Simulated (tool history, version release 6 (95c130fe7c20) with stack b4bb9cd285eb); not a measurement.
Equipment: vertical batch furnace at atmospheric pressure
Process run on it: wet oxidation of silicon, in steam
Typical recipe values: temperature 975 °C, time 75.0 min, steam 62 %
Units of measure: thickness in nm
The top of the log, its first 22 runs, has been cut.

| run | day | temperature | time | steam | wafers since the last listed run | hours since the last temperature calibration | hours since the steam generator was serviced | hours since the gauge calibration | read-back reference wafer on the same gauge, thickness | thickness |
|---|---|---|---|---|---|---|---|---|---|---|
| 23 | 69.504 | 965 | 85.5 | 62 | 647 | 224.3 | 162.4 | 573.7 | 432.10 | 367.12 |
| 24 | 72.679 | 975 | 75.0 | 62 | 654 | 300.5 | 238.6 | 649.9 | 432.10 | 359.34 |
| 25 | 75.508 | 950 | 75.0 | 55 | 582 | 368.4 | 306.5 | 717.8 | 432.09 | 274.91 |
| 26 | 78.338 | 975 | 75.0 | 62 | 582 | 436.3 | 374.4 | 785.7 | 431.96 | 359.07 |
| 27 | 81.579 | 999 | 75.0 | 62 | 667 | 514.1 | 452.2 | 863.5 | 431.84 | 419.57 |
| 28 | 84.412 | 975 | 75.0 | 51 | 583 | 582.1 | 520.2 | 931.5 | 431.80 | 315.13 |
| 29 | 86.558 | 975 | 75.0 | 62 | 442 | 633.6 | 571.7 | 983.0 | 432.03 | 359.40 |
| 30 | 88.921 | 975 | 75.0 | 62 | 486 | 690.3 | 628.4 | 1039.7 | 432.18 | 359.04 |
| 31 | 93.242 | 964 | 53.5 | 72 | 890 | 794.0 | 732.1 | 1143.4 | 431.81 | 293.30 |
| 32 | 97.346 | 956 | 90.5 | 74 | 845 | 892.5 | 830.6 | 1241.9 | 431.90 | 402.60 |
| 33 | 99.896 | 956 | 96.5 | 74 | 525 | 953.7 | 891.8 | 1303.1 | 432.39 | 418.05 |
| 34 | 102.746 | 975 | 46.5 | 55 | 587 | 1022.1 | 960.2 | 1371.5 | 432.27 | 237.56 |

Forecast each of these 3 alternatives for the next run:
| A | 102.967 | 975 | 103.5 | 62 | 45 | 1027.4 | 965.5 | 1376.8 | ? | ? |
| B | 102.967 | 953 | 75.0 | 62 | 45 | 1027.4 | 965.5 | 1376.8 | ? | ? |
| C | 102.967 | 995 | 93.0 | 69 | 45 | 1027.4 | 965.5 | 1376.8 | ? | ? |

| run | read-back reference wafer on the same gauge, thickness | thickness |
|---|---|---|
| A | 431.89 | 443.12 |
| B | 431.89 | 305.77 |
| C | 431.89 | 498.88 |
With no hidden state in the tool, these same runs would have given:
| run | thickness |
|---|---|
| A | 446.12 |
| B | 308.03 |
| C | 502.10 |
